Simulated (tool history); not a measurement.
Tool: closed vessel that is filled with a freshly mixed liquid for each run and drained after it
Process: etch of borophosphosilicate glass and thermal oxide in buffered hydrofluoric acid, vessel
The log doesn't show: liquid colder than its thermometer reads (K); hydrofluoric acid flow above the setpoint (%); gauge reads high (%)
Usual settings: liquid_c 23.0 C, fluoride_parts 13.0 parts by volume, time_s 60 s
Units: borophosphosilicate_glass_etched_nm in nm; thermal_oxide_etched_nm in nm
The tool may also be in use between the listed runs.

run    hour  liquid_c  fluoride_parts  time_s  wafers since the last listed run  hours since the thermometer was replaced  hours since the hydrofluoric acid flow meter was replaced  hours since the gauge calibration  read-back film thickness of the borophosphosilicate glass reference wafer, read on the same gauge (nm)  read-back film thickness of the thermal oxide reference wafer, read on the same gauge (nm)  borophosphosilicate_glass_etched_nm  thermal_oxide_etched_nm
  1     0.0      23.0            13.0      60                                 0                                    1354.1                                                     1836.3                              251.0                                                                                                  110.00                                                                                       60.03                               123.32                    54.12
  2    46.1      23.0            13.0      60                              6935                                    1400.2                                                     1882.4                              297.1                                                                                                  109.96                                                                                       60.01                               124.00                    53.84
  3   116.4      23.0            13.0      60                             10576                                    1470.5                                                     1952.7                              367.4                                                                                                  109.98                                                                                       60.01                               123.67                    53.74
  4   147.3      23.0            13.0      60                              4649                                    1501.4                                                     1983.6                              398.3                                                                                                  109.97                                                                                       60.00                               124.05                    54.29
  5   198.2      23.0            13.0      35                              7658                                    1552.3                                                     2034.5                              449.2                                                                                                  109.98                                                                                       59.99                                72.19                    31.20
  6   231.5      23.0            13.0      60                              5010                                    1585.6                                                     2067.8                              482.5                                                                                                  109.98                                                                                       60.01                               123.16                    53.56
  7   286.6      27.0            10.5      60                              8290                                    1640.7                                                     2122.9                              537.6                                                                                                  110.04                                                                                       59.97                               188.98                    82.47
  8   338.5      27.0            10.5      60                              7808                                    1692.6                                                     2174.8                              589.5                                                                                                  109.95                                                                                       59.97                               188.03                    82.22
  9   366.1      27.0            10.5      60                              4152                                    1720.2                                                     2202.4                              617.1                                                                                                  110.02                                                                                       60.03                               187.23                    83.03
 10   467.1      23.0            10.0      60                             15195                                    1821.2                                                     2303.4                              718.1                                                                                                  109.96                                                                                       60.02                               157.35                    68.20
      489.4  -- hydrofluoric acid flow meter replaced
 11   534.9      23.0            10.0      60                             10050                                    1889.0                                                       45.5                              785.9                                                                                                  110.00                                                                                       60.00                               152.66                    66.57
 12   578.8      23.0            10.0      60                              6604                                    1932.9                                                       89.4                              829.8                                                                                                  109.99                                                                                       60.02                               152.01                    66.48
 13   647.8      23.0            13.0      60                             10381                                    2001.9                                                      158.4                              898.8                                                                                                  110.05                                                                                       60.01                               117.49                    51.18
      676.8  -- gauge calibrated
 14   690.9      23.0            16.5      60                              6484                                    2045.0                                                      201.5                               14.1                                                                                                  110.02                                                                                       60.05                                93.20                    40.34
 15   720.1      21.0            15.5      60                              4393                                    2074.2                                                      230.7                               43.3                                                                                                  109.97                                                                                       60.00                                88.77                    38.74
      739.4  -- thermometer replaced
 16   763.2      23.0            13.0      60                              6334                                      23.8                                                      273.8                               86.4                                                                                                  110.00                                                                                       60.01                               122.93                    53.68
 17   810.6      23.0            13.0      50                              7131                                      71.2                                                      321.2                              133.8                                                                                                  109.99                                                                                       60.01                               102.80                    44.31
 18   847.8      18.5            13.0      60                              5596                                     108.4                                                      358.4                              171.0                                                                                                  110.00                                                                                       59.98                                96.31                    41.15
 19   894.0      18.0            13.0      60                              6950                                     154.6                                                      404.6                              217.2                                                                                                  110.01                                                                                       60.01                                93.60                    40.55
 20   930.1      19.5            13.0      85                              5431                                     190.7                                                      440.7                              253.3                                                                                                  109.99                                                                                       60.00                               144.53                    62.92
 21   956.7      23.0            13.0      60                              4002                                     217.3                                                      467.3                              279.9                                                                                                  110.01                                                                                       59.99                               123.38                    53.68
 22   994.5      23.0            17.5      60                              5687                                     255.1                                                      505.1                              317.7                                                                                                  110.00                                                                                       59.97                                92.03                    39.90
 23  1041.3      23.0            11.0      60                              7041                                     301.9                                                      551.9                              364.5                                                                                                  110.00                                                                                       60.04                               144.63                    62.45
 24  1068.6      27.0            10.5      30                              4107                                     329.2                                                      579.2                              391.8                                                                                                  110.01                                                                                       59.97                                94.82                    40.97

Forecast each of these 5 alternatives for the next run:
  A  1069.3      23.0            13.0      60                               105                                     329.9                                                      579.9                              392.5                                                                                                       ?                                                                                           ?                                    ?                        ?
  B  1069.3      20.0            13.0      30                               105                                     329.9                                                      579.9                              392.5                                                                                                       ?                                                                                           ?                                    ?                        ?
  C  1069.3      23.0            13.0      75                               105                                     329.9                                                      579.9                              392.5                                                                                                       ?                                                                                           ?                                    ?                        ?
  D  1069.3      21.5            10.0      35                               105                                     329.9                                                      579.9                              392.5                                                                                                       ?                                                                                           ?                                    ?                        ?
  E  1069.3      26.0            14.5      60                               105                                     329.9                                                      579.9                              392.5                                                                                                       ?                                                                                           ?                                    ?                        ?

run  read-back film thickness of the borophosphosilicate glass reference wafer, read on the same gauge (nm)  read-back film thickness of the thermal oxide reference wafer, read on the same gauge (nm)  borophosphosilicate_glass_etched_nm  thermal_oxide_etched_nm
  A                                                                                                  109.97                                                                                       59.96                               122.62                    53.40
  B                                                                                                  109.97                                                                                       59.96                                52.00                    22.60
  C                                                                                                  109.97                                                                                       59.96                               153.28                    66.75
  D                                                                                                  109.97                                                                                       59.96                                84.55                    36.71
  E                                                                                                  109.97                                                                                       59.96                               129.45                    56.50
Without the tool's hidden state the same runs would have given:
run  borophosphosilicate_glass_etched_nm  thermal_oxide_etched_nm
  A                               120.74                    52.59
  B                                51.21                    22.26
  C                               150.93                    65.74
  D                                84.00                    36.49
  E                               127.44                    55.63
